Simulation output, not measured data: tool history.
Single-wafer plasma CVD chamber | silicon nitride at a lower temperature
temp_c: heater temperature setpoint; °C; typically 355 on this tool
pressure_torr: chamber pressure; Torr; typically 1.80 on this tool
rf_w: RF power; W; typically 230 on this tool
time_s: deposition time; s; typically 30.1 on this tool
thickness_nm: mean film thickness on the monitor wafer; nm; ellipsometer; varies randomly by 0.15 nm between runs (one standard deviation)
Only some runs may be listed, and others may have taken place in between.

run	hour	temp_c	pressure_torr	rf_w	time_s	read-back reference wafer on the same gauge, thickness_nm	thickness_nm
1	0.0	361	1.80	230	30.1	26.924	32.299
2	52.4	361	1.80	230	30.1	26.888	32.345
3	105.0	355	1.80	260	30.1	26.905	35.358
4	132.3	355	1.80	260	30.1	26.907	35.493
5	166.7	355	1.80	230	30.1	26.900	32.625
6	200.0	355	1.80	230	30.1	26.905	32.737
7	249.9	355	1.60	230	24.1	26.897	24.961
8	286.5	344	1.47	205	30.1	26.909	27.705
# hour 313.7: capacitance manometer re-zeroed and calibrated
9	333.5	355	1.80	230	30.1	26.884	32.463
10	379.4	355	1.80	200	35.9	26.887	34.470
11	421.6	355	1.80	230	34.9	26.886	37.536
12	490.4	355	1.80	230	30.1	26.896	32.369
# hour 573.8: thermocouple changed; heater temperature recalibrated
13	699.1	355	1.80	230	30.1	26.896	32.293
14	736.5	355	1.80	205	24.9	26.907	24.654
# hour 755.3: gauge calibrated
15	774.2	355	1.96	240	30.1	26.907	34.572
16	845.6	355	1.98	250	36.0	26.907	42.646
17	900.1	355	1.59	230	25.6	26.900	26.594
# hour 930.4: RF generator calibrated
18	956.6	355	1.80	230	30.1	26.860	32.454
19	984.6	361	2.20	215	32.9	26.922	35.808
20	1019.3	355	1.80	230	30.1	26.909	32.113
21	1049.8	355	1.51	230	28.5	26.882	29.026
22	1083.7	365	1.46	230	28.2	26.888	27.848
23	1141.2	350	1.63	230	28.4	26.924	29.618
24	1167.0	360	1.80	230	30.1	26.906	32.260
25	1349.1	364	1.80	260	34.9	26.916	41.124
26	1403.1	355	1.80	230	30.1	26.896	32.737
27	1436.6	355	1.80	230	30.1	26.907	32.254
28	1484.8	355	1.80	230	30.1	26.890	32.257
29	1520.5	368	1.41	230	30.1	26.923	29.561

4 ways to go on from here, each from the tool as it stands after run 29. What would each give?
A	1520.9	355	1.80	230	30.1	?	?
B	1520.9	350	1.49	270	30.1	?	?
C	1520.9	343	1.80	230	26.7	?	?
D	1520.9	351	1.38	230	26.1	?	?

run	read-back reference wafer on the same gauge, thickness_nm	thickness_nm
A	26.925	32.378
B	26.925	34.255
C	26.925	28.876
D	26.925	25.563
Without the tool's hidden state the same runs would have given:
run	thickness_nm
A	32.378
B	34.255
C	28.876
D	25.563
